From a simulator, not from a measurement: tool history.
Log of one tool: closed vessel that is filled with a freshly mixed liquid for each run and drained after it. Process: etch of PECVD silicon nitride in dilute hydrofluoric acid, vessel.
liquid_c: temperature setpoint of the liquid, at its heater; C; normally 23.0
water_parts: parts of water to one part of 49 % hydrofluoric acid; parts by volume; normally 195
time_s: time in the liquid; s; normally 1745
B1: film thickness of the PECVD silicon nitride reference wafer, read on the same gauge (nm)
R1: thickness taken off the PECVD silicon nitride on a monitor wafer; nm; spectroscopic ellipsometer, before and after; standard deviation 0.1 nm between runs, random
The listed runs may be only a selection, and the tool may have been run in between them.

{"run": 1, "day": 0.0, "liquid_c": 23.0, "water_parts": 195, "time_s": 1745, "B1": 129.95, "R1": 16.88}
{"run": 2, "day": 0.571, "liquid_c": 23.0, "water_parts": 195, "time_s": 1745, "B1": 129.98, "R1": 16.9}
{"run": 3, "day": 0.925, "liquid_c": 23.0, "water_parts": 195, "time_s": 1745, "B1": 130.0, "R1": 16.89}
{"run": 4, "day": 1.275, "liquid_c": 21.5, "water_parts": 195, "time_s": 1745, "B1": 130.01, "R1": 15.3}
{"run": 5, "day": 1.65, "liquid_c": 21.5, "water_parts": 195, "time_s": 1745, "B1": 130.0, "R1": 15.35}
{"run": 6, "day": 2.196, "liquid_c": 21.5, "water_parts": 195, "time_s": 1745, "B1": 130.05, "R1": 15.28}
{"run": 7, "day": 2.879, "liquid_c": 23.0, "water_parts": 195, "time_s": 1745, "B1": 129.98, "R1": 16.76}
{"run": 8, "day": 3.596, "liquid_c": 23.0, "water_parts": 195, "time_s": 1745, "B1": 130.03, "R1": 16.84}
{"day": 4.258, "done": "gauge calibrated"}
{"run": 9, "day": 4.333, "liquid_c": 23.0, "water_parts": 195, "time_s": 1745, "B1": 130.0, "R1": 17.02}
{"run": 10, "day": 4.708, "liquid_c": 23.0, "water_parts": 195, "time_s": 1745, "B1": 129.99, "R1": 16.81}
{"run": 11, "day": 4.967, "liquid_c": 23.0, "water_parts": 195, "time_s": 1745, "B1": 129.99, "R1": 16.94}
{"run": 12, "day": 5.404, "liquid_c": 23.0, "water_parts": 195, "time_s": 1745, "B1": 129.95, "R1": 16.95}
{"run": 13, "day": 5.7, "liquid_c": 27.5, "water_parts": 295, "time_s": 1745, "B1": 130.0, "R1": 14.88}
{"day": 7.7, "done": "hydrofluoric acid flow meter replaced"}
{"run": 14, "day": 7.946, "liquid_c": 23.0, "water_parts": 195, "time_s": 1745, "B1": 130.01, "R1": 17.75}
{"run": 15, "day": 8.675, "liquid_c": 20.5, "water_parts": 285, "time_s": 2325, "B1": 129.98, "R1": 13.95}
{"run": 16, "day": 9.083, "liquid_c": 23.0, "water_parts": 195, "time_s": 1745, "B1": 130.0, "R1": 17.86}
{"run": 17, "day": 9.762, "liquid_c": 23.0, "water_parts": 195, "time_s": 2150, "B1": 129.99, "R1": 21.92}
{"run": 18, "day": 10.225, "liquid_c": 21.5, "water_parts": 195, "time_s": 1745, "B1": 130.04, "R1": 16.04}
{"day": 10.442, "done": "thermometer replaced"}
{"day": 11.367, "done": "hydrofluoric acid flow meter replaced, repeated, since the last time left the tool worse"}
{"run": 19, "day": 11.875, "liquid_c": 23.0, "water_parts": 195, "time_s": 1745, "B1": 129.98, "R1": 15.84}
{"run": 20, "day": 12.662, "liquid_c": 23.0, "water_parts": 250, "time_s": 2050, "B1": 130.03, "R1": 14.59}
{"run": 21, "day": 13.062, "liquid_c": 23.0, "water_parts": 195, "time_s": 720, "B1": 129.96, "R1": 6.5}
{"run": 22, "day": 14.35, "liquid_c": 23.0, "water_parts": 195, "time_s": 1745, "B1": 129.98, "R1": 15.98}
{"run": 23, "day": 15.004, "liquid_c": 21.0, "water_parts": 195, "time_s": 1745, "B1": 129.97, "R1": 14.0}
{"run": 24, "day": 15.733, "liquid_c": 23.0, "water_parts": 195, "time_s": 1745, "B1": 129.98, "R1": 16.04}
{"run": 25, "day": 16.188, "liquid_c": 23.0, "water_parts": 195, "time_s": 1745, "B1": 130.01, "R1": 15.86}
{"run": 26, "day": 16.475, "liquid_c": 27.5, "water_parts": 195, "time_s": 1745, "B1": 129.99, "R1": 21.15}
{"run": 27, "day": 17.158, "liquid_c": 27.0, "water_parts": 290, "time_s": 2540, "B1": 129.99, "R1": 20.08}
{"run": 28, "day": 17.425, "liquid_c": 18.5, "water_parts": 160, "time_s": 1745, "B1": 129.98, "R1": 14.48}
{"run": 29, "day": 18.946, "liquid_c": 20.5, "water_parts": 195, "time_s": 980, "B1": 130.01, "R1": 7.58}
{"day": 18.983, "done": "gauge calibrated"}
{"run": 30, "day": 19.221, "liquid_c": 21.5, "water_parts": 135, "time_s": 1075, "B1": 130.0, "R1": 12.84}

What will run 31 give?
{"run": 31, "day": 19.642, "liquid_c": 23.0, "water_parts": 195, "time_s": 1745, "B1": "?", "R1": "?"}

B1: 129.98
R1: 16.20 nm
Minus the tool's unlogged condition, the same run would have read R1 15.85 nm.
